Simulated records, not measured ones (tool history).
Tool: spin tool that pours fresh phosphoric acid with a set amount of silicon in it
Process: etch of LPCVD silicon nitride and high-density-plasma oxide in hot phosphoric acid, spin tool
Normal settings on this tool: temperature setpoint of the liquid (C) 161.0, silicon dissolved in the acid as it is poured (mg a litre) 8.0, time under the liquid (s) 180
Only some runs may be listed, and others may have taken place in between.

run,day,temperature setpoint of the liquid (C),silicon dissolved in the acid as it is poured (mg a litre),time under the liquid (s),"read-back film thickness of the LPCVD silicon nitride reference wafer, read on the same gauge (nm)","read-back film thickness of the high-density-plasma oxide reference wafer, read on the same gauge (nm)",thickness taken off the LPCVD silicon nitride on a monitor wafer (Å),thickness taken off the high-density-plasma oxide on a monitor wafer (Å)
1,0.000,161.0,8.0,225,30.02,130.009,189.7,4.85
2,0.304,161.0,8.0,180,30.00,130.007,151.7,3.28
3,1.017,161.0,8.0,180,29.98,130.008,151.3,3.75
4,1.638,161.0,8.0,180,29.99,130.005,151.6,3.47
5,2.092,161.0,8.0,110,30.07,129.991,93.2,2.15
6,2.617,161.0,8.0,180,30.01,129.995,151.6,3.70
7,2.992,161.0,8.0,180,30.02,129.989,151.7,3.60
8,3.492,161.0,8.0,180,30.05,130.002,151.8,3.67
9,3.867,159.0,2.5,255,30.01,129.984,202.7,5.27
10,4.350,160.0,5.0,135,29.99,130.001,110.5,2.81
11,5.054,159.5,3.5,130,30.02,129.989,104.3,2.50
12,5.575,160.0,8.0,110,30.04,130.011,90.0,1.84
# day 5.654: heated supply line repaired
13,6.058,163.0,4.0,215,29.97,130.011,193.8,5.04
# day 6.162: thermometer replaced
# day 6.492: dissolved silicon flow meter replaced
14,6.608,161.0,8.0,180,30.04,129.999,152.0,3.84
15,7.550,162.5,8.0,180,29.93,130.004,160.4,4.06
# day 7.575: gauge calibrated
16,7.879,161.0,8.0,180,30.02,129.987,151.8,3.64
17,8.242,160.0,12.0,100,29.99,130.011,81.8,1.73
18,8.550,161.0,8.0,180,29.99,130.005,152.2,3.58
19,9.154,158.5,4.0,180,30.00,129.993,140.1,2.97
20,9.721,160.0,8.0,180,30.01,129.988,147.3,3.18
21,10.225,163.5,14.0,80,29.99,130.015,73.7,1.64

Here are 4 independent what-if runs from the current tool condition. What would each one return?
A,10.246,161.0,8.0,180,?,?,?,?
B,10.246,161.0,8.0,135,?,?,?,?
C,10.246,163.0,10.5,120,?,?,?,?
D,10.246,164.0,8.0,180,?,?,?,?

run,"read-back film thickness of the LPCVD silicon nitride reference wafer, read on the same gauge (nm)","read-back film thickness of the high-density-plasma oxide reference wafer, read on the same gauge (nm)",thickness taken off the LPCVD silicon nitride on a monitor wafer (Å),thickness taken off the high-density-plasma oxide on a monitor wafer (Å)
A,30.00,130.023,151.9,3.63
B,30.00,130.023,113.9,2.72
C,30.00,130.023,108.2,2.65
D,30.00,130.023,167.8,4.52
The same runs, with their run-to-run variation unchanged, on a tool lacking any hidden condition would have given:
run,thickness taken off the LPCVD silicon nitride on a monitor wafer (Å),thickness taken off the high-density-plasma oxide on a monitor wafer (Å)
A,151.9,3.63
B,113.9,2.72
C,108.2,2.65
D,167.8,4.52

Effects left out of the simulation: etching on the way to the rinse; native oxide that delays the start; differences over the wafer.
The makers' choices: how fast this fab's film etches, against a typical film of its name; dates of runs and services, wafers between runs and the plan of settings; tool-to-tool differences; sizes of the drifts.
